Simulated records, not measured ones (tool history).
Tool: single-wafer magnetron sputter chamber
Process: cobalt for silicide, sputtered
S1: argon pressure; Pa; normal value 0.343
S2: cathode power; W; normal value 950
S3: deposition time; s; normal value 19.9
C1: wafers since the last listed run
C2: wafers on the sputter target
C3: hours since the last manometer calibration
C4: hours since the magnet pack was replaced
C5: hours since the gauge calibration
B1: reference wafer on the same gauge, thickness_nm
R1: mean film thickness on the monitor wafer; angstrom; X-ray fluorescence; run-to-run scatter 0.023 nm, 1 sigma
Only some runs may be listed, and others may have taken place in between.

{"run": 1, "hour": 0.0, "S1": 0.274, "S2": 950, "S3": 19.0, "C1": 0, "C2": 6461, "C3": 2783.8, "C4": 10900.3, "C5": 143.1, "B1": 8.04, "R1": 93.82}
{"run": 2, "hour": 11.0, "S1": 0.244, "S2": 950, "S3": 18.1, "C1": 287, "C2": 6748, "C3": 2794.8, "C4": 10911.3, "C5": 154.1, "B1": 8.04, "R1": 90.33}
{"hour": 19.2, "done": "sputter target and shields replaced"}
{"run": 3, "hour": 21.5, "S1": 0.244, "S2": 950, "S3": 18.1, "C1": 65, "C2": 60, "C3": 2805.3, "C4": 10921.8, "C5": 164.6, "B1": 8.038, "R1": 91.09}
{"run": 4, "hour": 31.3, "S1": 0.244, "S2": 950, "S3": 18.1, "C1": 255, "C2": 316, "C3": 2815.1, "C4": 10931.6, "C5": 174.4, "B1": 8.044, "R1": 91.13}
{"run": 5, "hour": 39.3, "S1": 0.343, "S2": 950, "S3": 18.9, "C1": 208, "C2": 525, "C3": 2823.1, "C4": 10939.6, "C5": 182.4, "B1": 8.04, "R1": 92.2}
{"run": 6, "hour": 52.9, "S1": 0.343, "S2": 950, "S3": 18.9, "C1": 354, "C2": 880, "C3": 2836.7, "C4": 10953.2, "C5": 196.0, "B1": 8.044, "R1": 92.11}
{"run": 7, "hour": 66.4, "S1": 0.343, "S2": 950, "S3": 19.9, "C1": 352, "C2": 1232, "C3": 2850.2, "C4": 10966.7, "C5": 209.5, "B1": 8.042, "R1": 96.44}
{"run": 8, "hour": 75.7, "S1": 0.343, "S2": 950, "S3": 17.4, "C1": 242, "C2": 1475, "C3": 2859.5, "C4": 10976.0, "C5": 218.8, "B1": 8.034, "R1": 85.21}
{"run": 9, "hour": 92.6, "S1": 0.343, "S2": 950, "S3": 17.4, "C1": 440, "C2": 1916, "C3": 2876.4, "C4": 10992.9, "C5": 235.7, "B1": 8.043, "R1": 84.76}
{"run": 10, "hour": 102.9, "S1": 0.343, "S2": 950, "S3": 17.4, "C1": 268, "C2": 2184, "C3": 2886.7, "C4": 11003.2, "C5": 246.0, "B1": 8.039, "R1": 84.85}
{"run": 11, "hour": 110.7, "S1": 0.385, "S2": 1050, "S3": 19.9, "C1": 203, "C2": 2388, "C3": 2894.5, "C4": 11011.0, "C5": 253.8, "B1": 8.041, "R1": 105.67}
{"run": 12, "hour": 128.3, "S1": 0.385, "S2": 1050, "S3": 19.9, "C1": 459, "C2": 2847, "C3": 2912.1, "C4": 11028.6, "C5": 271.4, "B1": 8.036, "R1": 105.58}
{"run": 13, "hour": 140.7, "S1": 0.385, "S2": 1050, "S3": 19.9, "C1": 323, "C2": 3171, "C3": 2924.5, "C4": 11041.0, "C5": 283.8, "B1": 8.041, "R1": 105.74}
{"run": 14, "hour": 155.6, "S1": 0.343, "S2": 950, "S3": 19.9, "C1": 388, "C2": 3559, "C3": 2939.4, "C4": 11055.9, "C5": 298.7, "B1": 8.038, "R1": 96.83}
{"run": 15, "hour": 162.4, "S1": 0.343, "S2": 950, "S3": 19.9, "C1": 177, "C2": 3737, "C3": 2946.2, "C4": 11062.7, "C5": 305.5, "B1": 8.039, "R1": 96.59}
{"hour": 171.1, "done": "capacitance manometer re-zeroed and calibrated"}
{"run": 16, "hour": 172.2, "S1": 0.343, "S2": 950, "S3": 19.9, "C1": 46, "C2": 3784, "C3": 1.1, "C4": 11072.5, "C5": 315.3, "B1": 8.039, "R1": 96.67}
{"run": 17, "hour": 187.2, "S1": 0.399, "S2": 900, "S3": 17.5, "C1": 391, "C2": 4175, "C3": 16.1, "C4": 11087.5, "C5": 330.3, "B1": 8.041, "R1": 79.34}
{"hour": 206.5, "done": "magnet pack replaced, of another model than before"}
{"run": 18, "hour": 207.0, "S1": 0.343, "S2": 1100, "S3": 23.6, "C1": 307, "C2": 4483, "C3": 35.9, "C4": 0.5, "C5": 350.1, "B1": 8.04, "R1": 131.88}
{"run": 19, "hour": 227.2, "S1": 0.448, "S2": 1050, "S3": 16.4, "C1": 527, "C2": 5010, "C3": 56.1, "C4": 20.7, "C5": 370.3, "B1": 8.04, "R1": 86.39}
{"hour": 241.4, "done": "gauge calibrated"}
{"run": 20, "hour": 242.9, "S1": 0.43, "S2": 800, "S3": 22.5, "C1": 409, "C2": 5420, "C3": 71.8, "C4": 36.4, "C5": 1.5, "B1": 8.038, "R1": 89.94}
{"run": 21, "hour": 258.6, "S1": 0.475, "S2": 750, "S3": 22.4, "C1": 409, "C2": 5829, "C3": 87.5, "C4": 52.1, "C5": 17.2, "B1": 8.037, "R1": 83.54}
{"hour": 286.4, "done": "sputter target and shields replaced"}
{"run": 22, "hour": 286.9, "S1": 0.343, "S2": 750, "S3": 16.9, "C1": 529, "C2": 12, "C3": 115.8, "C4": 80.4, "C5": 45.5, "B1": 8.044, "R1": 65.15}
{"run": 23, "hour": 299.6, "S1": 0.3, "S2": 900, "S3": 21.1, "C1": 331, "C2": 344, "C3": 128.5, "C4": 93.1, "C5": 58.2, "B1": 8.045, "R1": 98.26}
{"run": 24, "hour": 309.8, "S1": 0.343, "S2": 750, "S3": 16.9, "C1": 266, "C2": 610, "C3": 138.7, "C4": 103.3, "C5": 68.4, "B1": 8.04, "R1": 65.03}
{"run": 25, "hour": 326.6, "S1": 0.343, "S2": 1100, "S3": 19.9, "C1": 438, "C2": 1048, "C3": 155.5, "C4": 120.1, "C5": 85.2, "B1": 8.039, "R1": 112.37}
{"run": 26, "hour": 338.7, "S1": 0.343, "S2": 950, "S3": 19.9, "C1": 315, "C2": 1364, "C3": 167.6, "C4": 132.2, "C5": 97.3, "B1": 8.038, "R1": 97.24}
{"run": 27, "hour": 353.6, "S1": 0.343, "S2": 950, "S3": 19.9, "C1": 388, "C2": 1753, "C3": 182.5, "C4": 147.1, "C5": 112.2, "B1": 8.042, "R1": 96.87}
{"run": 28, "hour": 359.8, "S1": 0.234, "S2": 1100, "S3": 16.6, "C1": 161, "C2": 1914, "C3": 188.7, "C4": 153.3, "C5": 118.4, "B1": 8.041, "R1": 95.46}
{"run": 29, "hour": 374.5, "S1": 0.393, "S2": 1050, "S3": 18.2, "C1": 383, "C2": 2298, "C3": 203.4, "C4": 168.0, "C5": 133.1, "B1": 8.042, "R1": 96.68}
{"run": 30, "hour": 385.2, "S1": 0.307, "S2": 750, "S3": 16.3, "C1": 279, "C2": 2577, "C3": 214.1, "C4": 178.7, "C5": 143.8, "B1": 8.041, "R1": 62.81}
{"run": 31, "hour": 397.6, "S1": 0.228, "S2": 950, "S3": 19.9, "C1": 323, "C2": 2901, "C3": 226.5, "C4": 191.1, "C5": 156.2, "B1": 8.038, "R1": 99.13}
{"run": 32, "hour": 405.8, "S1": 0.343, "S2": 950, "S3": 18.9, "C1": 213, "C2": 3115, "C3": 234.7, "C4": 199.3, "C5": 164.4, "B1": 8.04, "R1": 91.77}
{"run": 33, "hour": 413.6, "S1": 0.271, "S2": 950, "S3": 19.9, "C1": 203, "C2": 3318, "C3": 242.5, "C4": 207.1, "C5": 172.2, "B1": 8.039, "R1": 98.13}
{"run": 34, "hour": 421.7, "S1": 0.343, "S2": 950, "S3": 21.6, "C1": 211, "C2": 3529, "C3": 250.6, "C4": 215.2, "C5": 180.3, "B1": 8.039, "R1": 105.1}

Hidden state at the last listed run before each entry between runs and at the first one after, where it differs:
From run 2 to run 3: sputter target and shields replaced (hour 19.2)
  deposition rate above that of a new target (%): -1.29 -> -0.081
  the result without the hidden state subtracted from the measured one, R1: -1.18 -> -0.07 angstrom
From run 15 to run 16: capacitance manometer re-zeroed and calibrated (hour 171.1)
  deposition rate above that of a new target (%): -0.425 -> -0.474
  the result without the hidden state subtracted from the measured one, R1: -0.41 -> -0.46 angstrom
From run 17 to run 18: magnet pack replaced, of another model than before (hour 206.5)
  deposition rate above that of a new target (%): -0.554 -> -0.673
  the result without the hidden state subtracted from the measured one, R1: -0.44 -> -0.89 angstrom
From run 19 to run 20: gauge calibrated (hour 241.4)
  deposition rate above that of a new target (%): -0.807 -> -0.92
  the result without the hidden state subtracted from the measured one, R1: -0.71 -> -0.84 angstrom
From run 21 to run 22: sputter target and shields replaced (hour 286.4)
  deposition rate above that of a new target (%): -1.04 -> -0.048
  the result without the hidden state subtracted from the measured one, R1: -0.88 -> -0.03 angstrom
